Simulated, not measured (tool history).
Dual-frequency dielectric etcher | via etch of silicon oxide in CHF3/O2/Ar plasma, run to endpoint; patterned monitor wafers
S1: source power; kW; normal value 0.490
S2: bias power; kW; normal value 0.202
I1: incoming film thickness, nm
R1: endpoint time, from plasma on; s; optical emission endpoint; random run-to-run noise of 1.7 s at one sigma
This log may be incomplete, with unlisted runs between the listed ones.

run 1 hour=0.0 | S1=0.460 S2=0.202 | I1=505.8 | R1=279.4
run 2 hour=13.7 | S1=0.460 S2=0.202 | I1=509.8 | R1=282.4
run 3 hour=24.1 | S1=0.460 S2=0.202 | I1=508.2 | R1=283.5
run 4 hour=41.2 | S1=0.550 S2=0.202 | I1=507.3 | R1=260.7
run 5 hour=48.9 | S1=0.550 S2=0.202 | I1=514.8 | R1=265.0
run 6 hour=60.6 | S1=0.410 S2=0.202 | I1=502.5 | R1=290.3
run 7 hour=68.4 | S1=0.410 S2=0.202 | I1=510.0 | R1=299.9
run 8 hour=76.7 | S1=0.410 S2=0.202 | I1=507.2 | R1=294.5
run 9 hour=90.7 | S1=0.430 S2=0.202 | I1=505.6 | R1=292.1
run 10 hour=99.7 | S1=0.430 S2=0.202 | I1=512.5 | R1=298.9
run 11 hour=109.8 | S1=0.490 S2=0.202 | I1=508.9 | R1=279.6
run 12 hour=126.9 | S1=0.490 S2=0.202 | I1=510.5 | R1=282.6
-- hour=135.9 source power generator calibrated
run 13 hour=140.9 | S1=0.490 S2=0.202 | I1=509.8 | R1=279.7
run 14 hour=155.1 | S1=0.490 S2=0.202 | I1=508.1 | R1=277.3
-- hour=196.1 upper electrode replaced, of another model than before
-- hour=219.6 wet clean of the chamber
run 15 hour=220.1 | S1=0.490 S2=0.202 | I1=509.6 | R1=268.0
run 16 hour=220.5 | S1=0.550 S2=0.188 | I1=506.6 | R1=250.1
run 17 hour=221.0 | S1=0.380 S2=0.217 | I1=505.8 | R1=315.1
run 18 hour=221.4 | S1=0.520 S2=0.231 | I1=513.8 | R1=245.5
run 19 hour=221.8 | S1=0.450 S2=0.249 | I1=502.7 | R1=260.4
run 20 hour=222.2 | S1=0.490 S2=0.202 | I1=508.2 | R1=265.6
run 21 hour=226.5 | S1=0.580 S2=0.202 | I1=503.9 | R1=233.1
-- hour=257.7 bias power generator calibrated
run 22 hour=258.2 | S1=0.490 S2=0.202 | I1=509.5 | R1=265.4
run 23 hour=267.3 | S1=0.430 S2=0.185 | I1=512.9 | R1=301.2
run 24 hour=283.0 | S1=0.440 S2=0.240 | I1=508.7 | R1=273.2
run 25 hour=290.7 | S1=0.370 S2=0.219 | I1=506.8 | R1=323.9
run 26 hour=308.7 | S1=0.380 S2=0.231 | I1=514.9 | R1=317.9
run 27 hour=321.1 | S1=0.430 S2=0.202 | I1=512.9 | R1=294.4
run 28 hour=330.4 | S1=0.580 S2=0.239 | I1=506.7 | R1=229.4
run 29 hour=341.8 | S1=0.490 S2=0.202 | I1=508.2 | R1=266.7
run 30 hour=352.1 | S1=0.540 S2=0.165 | I1=512.7 | R1=267.5
run 31 hour=365.2 | S1=0.490 S2=0.202 | I1=513.5 | R1=269.6

Consider 5 possible next runs. They are alternatives, not a sequence: every one starts from the tool as it was left by run 31. What does each give?
run A hour=365.7 | S1=0.490 S2=0.202 | I1=513.6 | R1=?
run B hour=365.7 | S1=0.490 S2=0.172 | I1=513.6 | R1=?
run C hour=365.7 | S1=0.590 S2=0.177 | I1=513.6 | R1=?
run D hour=365.7 | S1=0.560 S2=0.202 | I1=513.6 | R1=?
run E hour=365.7 | S1=0.430 S2=0.178 | I1=513.6 | R1=?

run=A R1=269.8
run=B R1=281.3
run=C R1=247.7
run=D R1=247.3
run=E R1=306.6
Stripped of hidden state, with their random variation kept, the same runs would have yielded:
run=A R1=265.6
run=B R1=276.9
run=C R1=243.9
run=D R1=243.4
run=E R1=301.8
